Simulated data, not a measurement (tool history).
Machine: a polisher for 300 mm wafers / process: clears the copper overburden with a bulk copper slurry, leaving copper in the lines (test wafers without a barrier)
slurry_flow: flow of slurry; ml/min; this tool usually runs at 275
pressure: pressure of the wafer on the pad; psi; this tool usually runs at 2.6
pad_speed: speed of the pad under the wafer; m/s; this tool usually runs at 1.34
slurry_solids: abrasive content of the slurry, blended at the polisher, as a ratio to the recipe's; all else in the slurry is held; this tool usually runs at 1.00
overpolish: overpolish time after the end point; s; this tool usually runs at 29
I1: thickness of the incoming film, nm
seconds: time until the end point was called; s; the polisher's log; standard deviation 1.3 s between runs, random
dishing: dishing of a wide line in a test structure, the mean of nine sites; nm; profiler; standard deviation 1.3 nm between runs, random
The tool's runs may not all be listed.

run 1 hour=0.0 | slurry_flow=275 pressure=2.6 pad_speed=1.34 slurry_solids=1.00 overpolish=29 | I1=930.9 | seconds=85.3 dishing=85.7
run 2 hour=100.5 | slurry_flow=275 pressure=2.6 pad_speed=1.34 slurry_solids=1.00 overpolish=29 | I1=949.2 | seconds=88.6 dishing=86.5
-- hour=115.8 slurry blender recalibrated
-- hour=122.2 worn pad replaced by a new one
run 3 hour=149.1 | slurry_flow=275 pressure=2.6 pad_speed=1.48 slurry_solids=1.00 overpolish=29 | I1=938.4 | seconds=75.8 dishing=87.2
-- hour=203.1 slurry nozzle cleaned
run 4 hour=227.0 | slurry_flow=275 pressure=2.6 pad_speed=1.34 slurry_solids=1.15 overpolish=29 | I1=941.6 | seconds=82.1 dishing=88.5
run 5 hour=325.6 | slurry_flow=275 pressure=2.6 pad_speed=1.34 slurry_solids=1.15 overpolish=29 | I1=960.8 | seconds=84.8 dishing=90.0
-- hour=389.5 worn pad replaced by a new one
run 6 hour=401.9 | slurry_flow=275 pressure=2.6 pad_speed=1.34 slurry_solids=1.15 overpolish=29 | I1=959.1 | seconds=86.3 dishing=87.9
-- hour=416.1 slurry blender recalibrated
run 7 hour=467.1 | slurry_flow=275 pressure=2.6 pad_speed=1.34 slurry_solids=0.75 overpolish=29 | I1=955.1 | seconds=91.2 dishing=85.7
run 8 hour=516.6 | slurry_flow=275 pressure=2.6 pad_speed=1.34 slurry_solids=0.75 overpolish=29 | I1=968.1 | seconds=94.6 dishing=85.8
run 9 hour=612.0 | slurry_flow=275 pressure=2.6 pad_speed=1.34 slurry_solids=1.00 overpolish=29 | I1=949.7 | seconds=88.7 dishing=84.9
-- hour=634.0 slurry nozzle cleaned
run 10 hour=713.6 | slurry_flow=300 pressure=2.6 pad_speed=1.34 slurry_solids=1.00 overpolish=29 | I1=936.7 | seconds=84.1 dishing=85.7
-- hour=718.7 head pressure recalibrated
-- hour=719.8 worn pad replaced by a new one
-- hour=772.1 slurry blender recalibrated
run 11 hour=789.0 | slurry_flow=275 pressure=2.6 pad_speed=1.34 slurry_solids=0.70 overpolish=18 | I1=948.2 | seconds=91.1 dishing=72.3
run 12 hour=853.2 | slurry_flow=275 pressure=2.6 pad_speed=1.74 slurry_solids=0.80 overpolish=29 | I1=960.2 | seconds=72.4 dishing=87.1
run 13 hour=950.7 | slurry_flow=275 pressure=3.1 pad_speed=1.12 slurry_solids=1.20 overpolish=12 | I1=951.0 | seconds=79.8 dishing=65.2
-- hour=1047.4 worn pad replaced by a new one
run 14 hour=1047.9 | slurry_flow=275 pressure=2.6 pad_speed=1.34 slurry_solids=1.00 overpolish=29 | I1=944.9 | seconds=91.2 dishing=83.9
-- hour=1055.1 slurry blender recalibrated
run 15 hour=1096.0 | slurry_flow=275 pressure=2.6 pad_speed=1.08 slurry_solids=1.00 overpolish=18 | I1=933.5 | seconds=101.5 dishing=69.2
run 16 hour=1168.7 | slurry_flow=275 pressure=2.6 pad_speed=1.34 slurry_solids=1.00 overpolish=29 | I1=941.6 | seconds=95.2 dishing=84.6
-- hour=1169.7 slurry nozzle cleaned
run 17 hour=1213.9 | slurry_flow=335 pressure=2.6 pad_speed=1.34 slurry_solids=1.00 overpolish=29 | I1=956.0 | seconds=80.8 dishing=85.4
run 18 hour=1260.8 | slurry_flow=275 pressure=2.6 pad_speed=1.34 slurry_solids=1.00 overpolish=29 | I1=943.2 | seconds=86.3 dishing=85.7
-- hour=1332.2 worn pad replaced by a new one
run 19 hour=1353.7 | slurry_flow=355 pressure=2.6 pad_speed=1.34 slurry_solids=1.00 overpolish=29 | I1=948.3 | seconds=82.9 dishing=85.3
-- hour=1396.4 slurry blender recalibrated
run 20 hour=1450.7 | slurry_flow=275 pressure=2.6 pad_speed=1.34 slurry_solids=1.00 overpolish=29 | I1=954.0 | seconds=85.6 dishing=85.8

Run 21 comes next. What will it give?
run 21 hour=1551.1 | slurry_flow=275 pressure=2.6 pad_speed=1.34 slurry_solids=1.30 overpolish=29 | I1=929.8 | seconds=? dishing=?

Run 21 yielded seconds 79.6 s, dishing 88.6 nm.
Without the tool's hidden state the same run would have given seconds 68.0 s, dishing 91.0 nm.

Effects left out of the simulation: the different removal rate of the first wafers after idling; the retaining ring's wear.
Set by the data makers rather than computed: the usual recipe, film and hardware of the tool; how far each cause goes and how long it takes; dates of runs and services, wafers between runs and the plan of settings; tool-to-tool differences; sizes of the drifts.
